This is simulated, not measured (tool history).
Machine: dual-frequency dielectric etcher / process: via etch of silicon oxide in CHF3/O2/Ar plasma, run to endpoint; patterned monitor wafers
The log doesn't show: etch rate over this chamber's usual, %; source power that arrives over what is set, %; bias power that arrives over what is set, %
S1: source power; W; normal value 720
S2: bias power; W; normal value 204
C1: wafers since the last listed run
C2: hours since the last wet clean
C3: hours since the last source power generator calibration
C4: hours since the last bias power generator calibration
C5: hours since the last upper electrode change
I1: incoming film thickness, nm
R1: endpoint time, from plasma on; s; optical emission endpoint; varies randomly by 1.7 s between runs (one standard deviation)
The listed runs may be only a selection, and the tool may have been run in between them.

run	hour	S1	S2	C1	C2	C3	C4	C5	I1	R1
1	0.0	640	204	0	275.7	4400.9	3682.6	3094.9	746.2	320.5
2	34.6	720	204	159	310.3	4435.5	3717.2	3129.5	739.8	306.2
3	91.8	720	204	263	367.5	4492.7	3774.4	3186.7	747.3	306.8
4	133.7	590	204	193	409.4	4534.6	3816.3	3228.6	735.4	320.2
5	186.9	590	204	245	462.6	4587.8	3869.5	3281.8	739.3	320.7
6	259.6	720	204	335	535.3	4660.5	3942.2	3354.5	741.3	301.9
7	320.0	720	204	278	595.7	4720.9	4002.6	3414.9	741.7	298.0
# hour 358.0: source power generator calibrated
8	370.8	720	204	215	646.5	12.8	4053.4	3465.7	736.4	299.5
# hour 413.6: wet clean of the chamber
9	422.0	720	204	125	8.4	64.0	4104.6	3516.9	736.7	312.7
# hour 472.5: upper electrode replaced
10	473.0	720	204	124	59.4	115.0	4155.6	0.5	742.7	314.4
11	482.7	560	204	44	69.1	124.7	4165.3	10.2	740.0	339.3
# hour 527.4: bias power generator calibrated
12	547.9	720	246	282	134.3	189.9	20.5	75.4	732.0	285.8
13	576.0	770	172	129	162.4	218.0	48.6	103.5	744.7	327.6
14	614.4	800	242	177	200.8	256.4	87.0	141.9	734.2	276.9
15	678.1	870	204	293	264.5	320.1	150.7	205.6	737.9	289.3
16	733.4	840	167	255	319.8	375.4	206.0	260.9	739.5	318.5
17	788.3	720	204	253	374.7	430.3	260.9	315.8	737.0	302.5
18	854.8	840	242	306	441.2	496.8	327.4	382.3	728.4	264.0
19	907.4	720	204	242	493.8	549.4	380.0	434.9	737.6	302.2

What the log doesn't show, run by run:
source power that arrives over what is set, %: 0 on each run
bias power that arrives over what is set, %: 0 on each run
H1: etch rate over this chamber's usual, %
run	H1
1	2.03
2	2.32
3	2.81
4	3.17
5	3.62
6	4.24
7	4.75
8	5.18
9	-0.518
10	-0.0844
11	-0.00192
12	0.552
13	0.791
14	1.12
15	1.66
16	2.13
17	2.6
18	3.16
19	3.61
